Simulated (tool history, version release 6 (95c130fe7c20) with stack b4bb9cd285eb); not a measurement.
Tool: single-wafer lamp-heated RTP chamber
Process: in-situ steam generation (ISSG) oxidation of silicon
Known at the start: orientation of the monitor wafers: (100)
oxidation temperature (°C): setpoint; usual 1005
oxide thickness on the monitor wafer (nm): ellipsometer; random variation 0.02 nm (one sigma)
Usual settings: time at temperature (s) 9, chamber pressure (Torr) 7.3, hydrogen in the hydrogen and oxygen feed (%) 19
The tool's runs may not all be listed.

run      day  oxidation temperature (°C)  time at temperature (s)  chamber pressure (Torr)  hydrogen in the hydrogen and oxygen feed (%)  read-back reference wafer on the same gauge, thickness  oxide thickness on the monitor wafer (nm)
  1        0                        1005                        9                      7.3                                            21                                                   3.274                                      4.189
       0.962  -- pyrometer window cleaned and pyrometer calibrated
  2    3.421                        1005                        9                      7.3                                            21                                                   3.263                                       4.15
       5.217  -- gauge calibrated
  3   16.725                        1005                        9                      7.3                                            19                                                   3.272                                      4.025
  4   18.242                        1005                        9                      7.3                                            19                                                    3.27                                      4.053
  5   21.208                        1005                        9                      7.3                                            19                                                   3.269                                      4.079
        23.9  -- pyrometer window cleaned and pyrometer calibrated
  6   25.675                        1001                       10                      7.3                                            19                                                   3.267                                      4.136
  7   28.596                        1005                        9                      7.3                                            19                                                   3.271                                      3.989
  8   30.704                        1005                        9                      7.3                                            19                                                   3.276                                      4.027
  9   34.358                        1005                        7                      7.3                                            22                                                   3.266                                      3.796
 10   38.158                        1005                        7                      7.3                                            22                                                   3.272                                      3.795
 11   42.388                        1005                        7                      7.3                                            22                                                    3.27                                      3.785
 12   45.221                        1005                        9                      7.3                                            19                                                   3.266                                      4.156
 13   47.317                        1005                        9                      7.3                                            19                                                   3.267                                      4.154
      47.833  -- pyrometer window cleaned and pyrometer calibrated
      49.433  -- hydrogen flow controller replaced
 14   50.117                        1005                       11                      7.3                                            19                                                   3.271                                      4.344
 15   54.575                         997                        8                      6.9                                            19                                                   3.272                                      3.731
      55.592  -- pressure gauge zeroed
 16   57.638                        1011                        9                      6.9                                            19                                                   3.268                                       4.07
 17   61.271                        1005                        7                      7.3                                            19                                                   3.273                                      3.607
 18   63.829                        1019                        9                      8.1                                            16                                                   3.273                                      4.102
 19   68.017                        1005                        9                      7.3                                            19                                                   3.271                                        4.1
 20       71                        1005                        9                      7.3                                            19                                                   3.265                                      4.148
      72.558  -- pyrometer window cleaned and pyrometer calibrated
 21   73.829                        1005                        9                      7.3                                            19                                                   3.269                                       4.02
      73.983  -- gauge calibrated
 22   76.475                        1005                        9                      7.3                                            19                                                   3.273                                      3.993
 23   79.633                        1005                       12                      7.3                                            16                                                    3.27                                      4.355
 24   81.262                        1011                        9                      6.9                                            19                                                    3.27                                      4.051
 25   85.138                         989                        8                      8.2                                            12                                                   3.268                                      3.263
 26   88.433                         987                       11                      8.8                                            13                                                   3.273                                      3.797
 27   90.196                        1005                        9                      7.3                                            19                                                    3.27                                      4.074
 28   92.758                        1023                        9                      7.3                                            19                                                   3.272                                      4.348
 29   96.721                        1005                        9                      7.3                                            19                                                   3.276                                      4.132
      97.879  -- pyrometer window cleaned and pyrometer calibrated
 30   100.45                        1005                        9                      8.1                                            13                                                   3.269                                      3.669
 31  104.112                         996                        9                      8.1                                            26                                                   3.269                                      4.235

Run 32 comes next. What will it give?
 32  106.329                         996                        6                      8.4                                            15                                                       ?                                          ?

read-back reference wafer on the same gauge, thickness: 3.271
oxide thickness on the monitor wafer (nm): 3.106
Without the tool's hidden state the same run would have given oxide thickness on the monitor wafer (nm) 3.084.

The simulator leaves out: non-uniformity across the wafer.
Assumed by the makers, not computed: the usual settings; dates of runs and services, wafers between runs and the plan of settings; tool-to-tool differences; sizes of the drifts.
